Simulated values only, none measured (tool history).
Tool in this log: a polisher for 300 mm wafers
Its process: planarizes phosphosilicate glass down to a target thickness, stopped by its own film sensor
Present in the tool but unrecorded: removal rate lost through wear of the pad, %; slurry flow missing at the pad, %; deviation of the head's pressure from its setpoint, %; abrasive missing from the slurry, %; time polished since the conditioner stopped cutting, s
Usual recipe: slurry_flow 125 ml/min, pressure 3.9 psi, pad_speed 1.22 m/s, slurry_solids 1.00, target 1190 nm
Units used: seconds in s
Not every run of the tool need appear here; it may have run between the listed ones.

| run | hour | slurry_flow | pressure | pad_speed | slurry_solids | target | wafers since the last listed run | wafers polished on this pad | hours since the slurry nozzle was cleaned | hours since the head pressure was calibrated | hours since the slurry blender was calibrated | hours since the conditioning disc was replaced | incoming thickness of the incoming film, nm | seconds |
|---|---|---|---|---|---|---|---|---|---|---|---|---|---|---|
| 1 | 0.0 | 125 | 3.9 | 1.22 | 1.00 | 1190 | 0 | 12 | 39.3 | 1119.9 | 367.4 | 29.4 | 2050.2 | 100.7 |
| 2 | 17.0 | 125 | 3.9 | 1.22 | 1.00 | 1190 | 225 | 237 | 56.3 | 1136.9 | 384.4 | 46.4 | 2061.3 | 102.3 |
| 3 | 34.3 | 125 | 3.9 | 1.22 | 1.00 | 1190 | 229 | 466 | 73.6 | 1154.2 | 401.7 | 63.7 | 2051.7 | 102.5 |
| 4 | 42.1 | 125 | 3.9 | 1.22 | 1.00 | 1190 | 103 | 569 | 81.4 | 1162.0 | 409.5 | 71.5 | 2036.6 | 99.7 |
| 5 | 55.7 | 125 | 3.9 | 1.22 | 1.00 | 1190 | 180 | 749 | 95.0 | 1175.6 | 423.1 | 85.1 | 2020.9 | 99.9 |
| 6 | 69.1 | 155 | 3.9 | 1.22 | 1.00 | 1190 | 177 | 927 | 108.4 | 1189.0 | 436.5 | 98.5 | 2041.2 | 97.8 |
| 7 | 79.7 | 125 | 5.1 | 1.38 | 1.00 | 1190 | 140 | 1067 | 119.0 | 1199.6 | 447.1 | 109.1 | 2043.9 | 70.4 |
|  | 94.5 | conditioning disc replaced and pad reconditioned |
| 8 | 95.0 | 125 | 2.8 | 1.22 | 1.00 | 1190 | 176 | 1243 | 134.3 | 1214.9 | 462.4 | 0.5 | 2034.4 | 140.1 |
|  | 97.8 | slurry blender recalibrated |
|  | 100.8 | worn pad replaced by a new one |
| 9 | 103.0 | 125 | 4.3 | 1.22 | 1.00 | 1423 | 40 | 29 | 142.3 | 1222.9 | 5.2 | 8.5 | 2067.3 | 63.3 |
| 10 | 119.2 | 160 | 3.9 | 1.22 | 1.10 | 1190 | 214 | 243 | 158.5 | 1239.1 | 21.4 | 24.7 | 2050.2 | 84.1 |
| 11 | 137.0 | 95 | 4.8 | 1.22 | 1.00 | 1462 | 235 | 479 | 176.3 | 1256.9 | 39.2 | 42.5 | 2051.6 | 57.1 |
|  | 153.1 | head pressure recalibrated |
| 12 | 153.6 | 155 | 3.9 | 1.38 | 1.00 | 1320 | 193 | 673 | 192.9 | 0.5 | 55.8 | 59.1 | 2059.8 | 70.3 |
| 13 | 164.7 | 125 | 3.9 | 1.22 | 1.20 | 1190 | 147 | 820 | 204.0 | 11.6 | 66.9 | 70.2 | 2055.0 | 85.3 |
| 14 | 182.0 | 125 | 5.2 | 0.94 | 1.00 | 1190 | 229 | 1049 | 221.3 | 28.9 | 84.2 | 87.5 | 2020.2 | 85.1 |
|  | 193.0 | worn pad replaced by a new one |
| 15 | 193.5 | 125 | 4.3 | 1.22 | 1.00 | 1190 | 99 | 6 | 232.8 | 40.4 | 95.7 | 99.0 | 2031.0 | 85.0 |
| 16 | 217.1 | 125 | 3.9 | 1.22 | 1.00 | 1190 | 312 | 319 | 256.4 | 64.0 | 119.3 | 122.6 | 2065.7 | 96.2 |
|  | 225.1 | conditioning disc replaced and pad reconditioned |
| 17 | 225.6 | 80 | 3.3 | 1.22 | 1.00 | 1444 | 86 | 405 | 264.9 | 72.5 | 127.8 | 0.5 | 2049.4 | 91.4 |
| 18 | 230.7 | 125 | 3.9 | 1.22 | 1.00 | 1190 | 67 | 472 | 270.0 | 77.6 | 132.9 | 5.6 | 2041.1 | 92.7 |
| 19 | 248.3 | 160 | 3.9 | 1.22 | 0.90 | 1190 | 233 | 705 | 287.6 | 95.2 | 150.5 | 23.2 | 2085.8 | 103.1 |
| 20 | 263.7 | 125 | 3.9 | 1.22 | 0.85 | 1190 | 203 | 909 | 303.0 | 110.6 | 165.9 | 38.6 | 2085.1 | 114.5 |
| 21 | 280.3 | 125 | 3.9 | 0.90 | 1.00 | 1190 | 219 | 1129 | 319.6 | 127.2 | 182.5 | 55.2 | 2080.7 | 128.3 |
|  | 288.5 | worn pad replaced by a new one |
| 22 | 293.8 | 125 | 4.4 | 1.22 | 0.75 | 1358 | 125 | 69 | 333.1 | 140.7 | 196.0 | 68.7 | 2028.5 | 86.1 |
| 23 | 300.1 | 125 | 3.9 | 1.22 | 0.85 | 1190 | 83 | 153 | 339.4 | 147.0 | 202.3 | 75.0 | 2050.8 | 112.5 |
| 24 | 308.9 | 125 | 4.6 | 1.46 | 0.85 | 1190 | 116 | 269 | 348.2 | 155.8 | 211.1 | 83.8 | 2034.9 | 78.7 |
| 25 | 316.3 | 125 | 4.8 | 1.08 | 1.15 | 1190 | 98 | 367 | 355.6 | 163.2 | 218.5 | 91.2 | 2018.7 | 78.1 |

What was the tool's hidden state at every run in the log?
removal rate lost through wear of the pad, %: 0 on each run
slurry flow missing at the pad, %: 0 on each run
deviation of the head's pressure from its setpoint, %: 0 on each run
time polished since the conditioner stopped cutting, s: 0 on each run
H1: abrasive missing from the slurry, %
| run | H1 |
|---|---|
| 1 | 11 |
| 2 | 11.4 |
| 3 | 11.9 |
| 4 | 12.1 |
| 5 | 12.4 |
| 6 | 12.8 |
| 7 | 13.1 |
| 8 | 13.5 |
| 9 | 1.18 |
| 10 | 1.61 |
| 11 | 2.09 |
| 12 | 2.53 |
| 13 | 2.83 |
| 14 | 3.29 |
| 15 | 3.6 |
| 16 | 4.23 |
| 17 | 4.45 |
| 18 | 4.59 |
| 19 | 5.06 |
| 20 | 5.47 |
| 21 | 5.91 |
| 22 | 6.28 |
| 23 | 6.44 |
| 24 | 6.68 |
| 25 | 6.88 |
